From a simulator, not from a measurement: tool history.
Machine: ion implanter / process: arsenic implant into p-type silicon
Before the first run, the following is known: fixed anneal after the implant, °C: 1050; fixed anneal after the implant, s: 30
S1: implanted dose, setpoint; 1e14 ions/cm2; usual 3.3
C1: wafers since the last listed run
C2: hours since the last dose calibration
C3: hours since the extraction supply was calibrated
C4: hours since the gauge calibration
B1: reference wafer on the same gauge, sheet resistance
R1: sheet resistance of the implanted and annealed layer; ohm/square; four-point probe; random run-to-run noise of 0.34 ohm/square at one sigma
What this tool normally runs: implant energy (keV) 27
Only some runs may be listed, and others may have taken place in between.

run 1 hour=0 | S1=3.3 implant_energy_(keV)=20.5 | C1=0 C2=514.1 C3=3279.3 C4=2172.3 | B1=259.95 | R1=232.45
run 2 hour=49.2 | S1=3.3 implant_energy_(keV)=20.5 | C1=720 C2=563.3 C3=3328.5 C4=2221.5 | B1=259.97 | R1=232.23
run 3 hour=89.8 | S1=3.63 implant_energy_(keV)=32 | C1=594 C2=603.9 C3=3369.1 C4=2262.1 | B1=260 | R1=204.66
run 4 hour=134.8 | S1=3.63 implant_energy_(keV)=32 | C1=659 C2=648.9 C3=3414.1 C4=2307.1 | B1=260.07 | R1=204.51
run 5 hour=222 | S1=3.3 implant_energy_(keV)=27 | C1=1277 C2=736.1 C3=3501.3 C4=2394.3 | B1=260 | R1=224.6
run 6 hour=278.7 | S1=3.3 implant_energy_(keV)=27 | C1=830 C2=792.8 C3=3558 C4=2451 | B1=259.93 | R1=224.89
run 7 hour=330.8 | S1=3.3 implant_energy_(keV)=27 | C1=763 C2=844.9 C3=3610.1 C4=2503.1 | B1=259.9 | R1=224.78
run 8 hour=435.2 | S1=3.3 implant_energy_(keV)=27 | C1=1529 C2=949.3 C3=3714.5 C4=2607.5 | B1=260.01 | R1=223.96
run 9 hour=531.2 | S1=3.3 implant_energy_(keV)=27 | C1=1406 C2=1045.3 C3=3810.5 C4=2703.5 | B1=259.99 | R1=223.9
run 10 hour=629.1 | S1=3.3 implant_energy_(keV)=27 | C1=1433 C2=1143.2 C3=3908.4 C4=2801.4 | B1=259.94 | R1=224.62
run 11 hour=881.8 | S1=3.3 implant_energy_(keV)=32 | C1=3701 C2=1395.9 C3=4161.1 C4=3054.1 | B1=259.99 | R1=219.6
-- hour=914.1 Faraday cup replaced and dose calibrated
run 12 hour=924.7 | S1=3.3 implant_energy_(keV)=32 | C1=511 C2=10.6 C3=4204 C4=3097 | B1=260.04 | R1=224.12
run 13 hour=969.1 | S1=3.3 implant_energy_(keV)=32 | C1=650 C2=55 C3=4248.4 C4=3141.4 | B1=260.04 | R1=223.7
run 14 hour=1032.2 | S1=3.3 implant_energy_(keV)=27 | C1=924 C2=118.1 C3=4311.5 C4=3204.5 | B1=260 | R1=227
run 15 hour=1135.6 | S1=3.3 implant_energy_(keV)=27 | C1=1514 C2=221.5 C3=4414.9 C4=3307.9 | B1=260 | R1=226.63
run 16 hour=1200.4 | S1=3.3 implant_energy_(keV)=27 | C1=949 C2=286.3 C3=4479.7 C4=3372.7 | B1=260.02 | R1=227.04
run 17 hour=1279.8 | S1=2.43 implant_energy_(keV)=27 | C1=1162 C2=365.7 C3=4559.1 C4=3452.1 | B1=260.04 | R1=286.33
-- hour=1337.3 gauge calibrated
run 18 hour=1384 | S1=3.3 implant_energy_(keV)=32 | C1=1526 C2=469.9 C3=4663.3 C4=46.7 | B1=259.99 | R1=221.88
-- hour=1444.4 extraction supply calibrated
run 19 hour=1486.1 | S1=3.3 implant_energy_(keV)=27 | C1=1378 C2=572 C3=41.7 C4=148.8 | B1=259.96 | R1=225.87
run 20 hour=1580.4 | S1=3.69 implant_energy_(keV)=33.5 | C1=1381 C2=666.3 C3=136 C4=243.1 | B1=260.05 | R1=201.75
run 21 hour=1682.1 | S1=3.3 implant_energy_(keV)=19 | C1=1489 C2=768 C3=237.7 C4=344.8 | B1=259.93 | R1=233.86
run 22 hour=1779.8 | S1=3.3 implant_energy_(keV)=31 | C1=1430 C2=865.7 C3=335.4 C4=442.5 | B1=259.92 | R1=221.28
run 23 hour=1874.1 | S1=2.77 implant_energy_(keV)=34.5 | C1=1381 C2=960 C3=429.7 C4=536.8 | B1=260.03 | R1=250.43
run 24 hour=2035.1 | S1=3.3 implant_energy_(keV)=27 | C1=2358 C2=1121 C3=590.7 C4=697.8 | B1=259.97 | R1=224.6
run 25 hour=2088 | S1=2.75 implant_energy_(keV)=27 | C1=774 C2=1173.9 C3=643.6 C4=750.7 | B1=259.98 | R1=259.05
run 26 hour=2160.2 | S1=3.81 implant_energy_(keV)=23 | C1=1057 C2=1246.1 C3=715.8 C4=822.9 | B1=259.96 | R1=204.84
run 27 hour=2215.5 | S1=2.71 implant_energy_(keV)=30 | C1=809 C2=1301.4 C3=771.1 C4=878.2 | B1=259.9 | R1=258.3
-- hour=2224.7 Faraday cup replaced and dose calibrated
run 28 hour=2288 | S1=4.09 implant_energy_(keV)=24 | C1=944 C2=63.3 C3=843.6 C4=950.7 | B1=260.11 | R1=195.94
run 29 hour=2372.3 | S1=3.3 implant_energy_(keV)=27 | C1=1234 C2=147.6 C3=927.9 C4=1035 | B1=260.07 | R1=228.63
run 30 hour=2419.1 | S1=3.3 implant_energy_(keV)=27 | C1=685 C2=194.4 C3=974.7 C4=1081.8 | B1=260 | R1=228.56
run 31 hour=2524.3 | S1=3.66 implant_energy_(keV)=36 | C1=1540 C2=299.6 C3=1079.9 C4=1187 | B1=260.03 | R1=202.91
run 32 hour=2595.4 | S1=4.11 implant_energy_(keV)=27 | C1=1041 C2=370.7 C3=1151 C4=1258.1 | B1=260.06 | R1=191.8
run 33 hour=2696.2 | S1=3.75 implant_energy_(keV)=27 | C1=1476 C2=471.5 C3=1251.8 C4=1358.9 | B1=260.04 | R1=205.42
run 34 hour=2739.7 | S1=4.1 implant_energy_(keV)=27 | C1=637 C2=515 C3=1295.3 C4=1402.4 | B1=260.13 | R1=191.61
run 35 hour=2783 | S1=2.74 implant_energy_(keV)=30.5 | C1=634 C2=558.3 C3=1338.6 C4=1445.7 | B1=260.04 | R1=258.6
run 36 hour=2826.5 | S1=2.87 implant_energy_(keV)=27 | C1=637 C2=601.8 C3=1382.1 C4=1489.2 | B1=259.96 | R1=252.71

For each entry between runs, how does the tool's hidden state at the last listed run before it compare with that at the first listed run after it?
Run 11 -> run 12: Faraday cup replaced and dose calibrated (hour 914.1)
  deviation of the true dose from the Faraday cup's reading, %: 2.81 -> 0.344
  measured minus no-state result, R1: -4.74 -> -0.59 ohm/square
Run 17 -> run 18: gauge calibrated (hour 1337.3)
  deviation of the true dose from the Faraday cup's reading, %: 1.56 -> 1.78
  measured minus no-state result, R1: -3.38 -> -3.04 ohm/square
Run 18 -> run 19: extraction supply calibrated (hour 1444.4)
  deviation of the true dose from the Faraday cup's reading, %: 1.78 -> 1.95
  measured minus no-state result, R1: -3.04 -> -3.41 ohm/square
Run 27 -> run 28: Faraday cup replaced and dose calibrated (hour 2224.7)
  deviation of the true dose from the Faraday cup's reading, %: 2.54 -> -0.0539
  measured minus no-state result, R1: -4.99 -> +0.08 ohm/square
